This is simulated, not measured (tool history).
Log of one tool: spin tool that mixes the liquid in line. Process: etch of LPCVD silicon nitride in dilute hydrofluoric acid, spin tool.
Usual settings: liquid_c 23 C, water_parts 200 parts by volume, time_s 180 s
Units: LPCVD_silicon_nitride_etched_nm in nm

run,hour,liquid_c,water_parts,time_s,"read-back film thickness of the LPCVD silicon nitride reference wafer, read on the same gauge (nm)",LPCVD_silicon_nitride_etched_nm
1,0,23,200,180,50.06,0.423
2,90.9,23,200,180,49.979,0.435
3,185.3,23,200,180,49.953,0.41
4,235.1,23,200,180,50.022,0.381
5,325.9,23,200,180,50.032,0.434
6,406.5,23,200,180,50.017,0.424
7,480.7,23,200,180,49.992,0.414
8,523.3,23,200,180,50.06,0.395
9,610.5,23,200,180,49.982,0.425
10,706.8,23,200,180,49.982,0.382
11,749.2,23,200,235,49.99,0.559
12,800.6,27.5,150,260,50.012,1.104
13,838.8,23,200,180,49.971,0.424
14,899.5,26,145,180,49.953,0.705
15,955,21.5,225,210,50.006,0.389
16,1035.6,21.5,225,210,50.026,0.408
17,1096.6,23,200,180,49.977,0.408
18,1201.4,25.5,100,75,50.017,0.415
19,1247.7,25,200,180,50.002,0.476
20,1304.5,21.5,155,130,49.997,0.326
21,1374.6,23,200,120,49.94,0.287
22,1445.5,23,200,180,49.975,0.448
23,1501.2,23,200,180,49.986,0.463

Not shown: 5 entries that the log had between the listed runs. Between which runs, and how does the tool's hidden state differ before and after?
Between runs 5 and 6: hydrofluoric acid flow meter replaced (hour 351.7)
  no hidden state differs between the two runs
Between runs 12 and 13: thermometer replaced (hour 811.8); hydrofluoric acid flow meter replaced (hour 826.2)
  no hidden state differs between the two runs
Between runs 17 and 18: gauge calibrated (hour 1096.8)
  no hidden state differs between the two runs
Between runs 19 and 20: hydrofluoric acid flow meter replaced (hour 1275)
  no hidden state differs between the two runs
